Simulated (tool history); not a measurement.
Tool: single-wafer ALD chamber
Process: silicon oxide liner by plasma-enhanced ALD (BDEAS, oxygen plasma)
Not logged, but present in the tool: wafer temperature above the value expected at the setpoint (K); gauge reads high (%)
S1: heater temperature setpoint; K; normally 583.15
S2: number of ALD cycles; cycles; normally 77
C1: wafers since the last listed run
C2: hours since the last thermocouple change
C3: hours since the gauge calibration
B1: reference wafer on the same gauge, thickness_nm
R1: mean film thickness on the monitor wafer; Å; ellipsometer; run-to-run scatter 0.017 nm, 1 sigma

Run 1, hour 0.0: usual settings; C1 0; C2 1164.1; C3 7.1; B1 5.704. Result: R1 68.84 Å.
Run 2, hour 10.6: usual settings; C1 58; C2 1174.7; C3 17.7; B1 5.699. Result: R1 68.80 Å.
Run 3, hour 17.5: usual settings; C1 38; C2 1181.6; C3 24.6; B1 5.699. Result: R1 68.51 Å.
Run 4, hour 29.8: usual settings; C1 68; C2 1193.9; C3 36.9; B1 5.697. Result: R1 68.55 Å.
Run 5, hour 76.4: usual settings; C1 258; C2 1240.5; C3 83.5; B1 5.698. Result: R1 68.90 Å.
Run 6, hour 94.4: usual settings but S2 73 cycles; C1 99; C2 1258.5; C3 101.5; B1 5.695. Result: R1 65.01 Å.
Run 7, hour 103.5: usual settings but S2 73 cycles; C1 50; C2 1267.6; C3 110.6; B1 5.698. Result: R1 65.31 Å.
At hour 116.2: thermocouple changed; heater temperature recalibrated.
Run 8, hour 116.6: usual settings but S2 73 cycles; C1 28; C2 0.4; C3 123.7; B1 5.701. Result: R1 65.22 Å.
Run 9, hour 125.2: usual settings but S1 570.15 K, S2 88 cycles; C1 47; C2 9.0; C3 132.3; B1 5.699. Result: R1 81.12 Å.
Run 10, hour 132.8: usual settings but S1 589.15 K, S2 84 cycles; C1 42; C2 16.6; C3 139.9; B1 5.695. Result: R1 74.71 Å.
Run 11, hour 148.8: usual settings but S1 587.15 K, S2 69 cycles; C1 88; C2 32.6; C3 155.9; B1 5.700. Result: R1 61.52 Å.
At hour 154.6: gauge calibrated.
Run 12, hour 162.4: usual settings; C1 75; C2 46.2; C3 7.8; B1 5.699. Result: R1 68.84 Å.
Run 13, hour 175.1: usual settings but S2 90 cycles; C1 70; C2 58.9; C3 20.5; B1 5.702. Result: R1 80.54 Å.
Run 14, hour 192.0: usual settings but S2 87 cycles; C1 93; C2 75.8; C3 37.4; B1 5.700. Result: R1 77.55 Å.
Run 15, hour 201.3: usual settings but S2 84 cycles; C1 51; C2 85.1; C3 46.7; B1 5.698. Result: R1 75.12 Å.
Run 16, hour 213.7: usual settings but S1 570.15 K; C1 68; C2 97.5; C3 59.1; B1 5.703. Result: R1 70.80 Å.
Run 17, hour 220.3: usual settings but S1 569.15 K, S2 91 cycles; C1 36; C2 104.1; C3 65.7; B1 5.701. Result: R1 84.08 Å.

4 ways to go on from here, each from the tool as it stands after run 17. What would each give?
Run A, hour 220.8: usual settings; C1 2; C2 104.6; C3 66.2; B1 ?. Result: R1 ?.
Run B, hour 220.8: usual settings but S1 572.15 K, S2 82 cycles; C1 2; C2 104.6; C3 66.2; B1 ?. Result: R1 ?.
Run C, hour 220.8: usual settings but S1 589.15 K, S2 88 cycles; C1 2; C2 104.6; C3 66.2; B1 ?. Result: R1 ?.
Run D, hour 220.8: usual settings but S1 578.15 K, S2 86 cycles; C1 2; C2 104.6; C3 66.2; B1 ?. Result: R1 ?.

run     B1     R1
  A  5.701  68.85
  B  5.701  75.05
  C  5.701  77.92
  D  5.701  77.52
What these runs would have given with no unlogged condition in the tool:
run     R1
  A  68.85
  B  75.05
  C  77.92
  D  77.52

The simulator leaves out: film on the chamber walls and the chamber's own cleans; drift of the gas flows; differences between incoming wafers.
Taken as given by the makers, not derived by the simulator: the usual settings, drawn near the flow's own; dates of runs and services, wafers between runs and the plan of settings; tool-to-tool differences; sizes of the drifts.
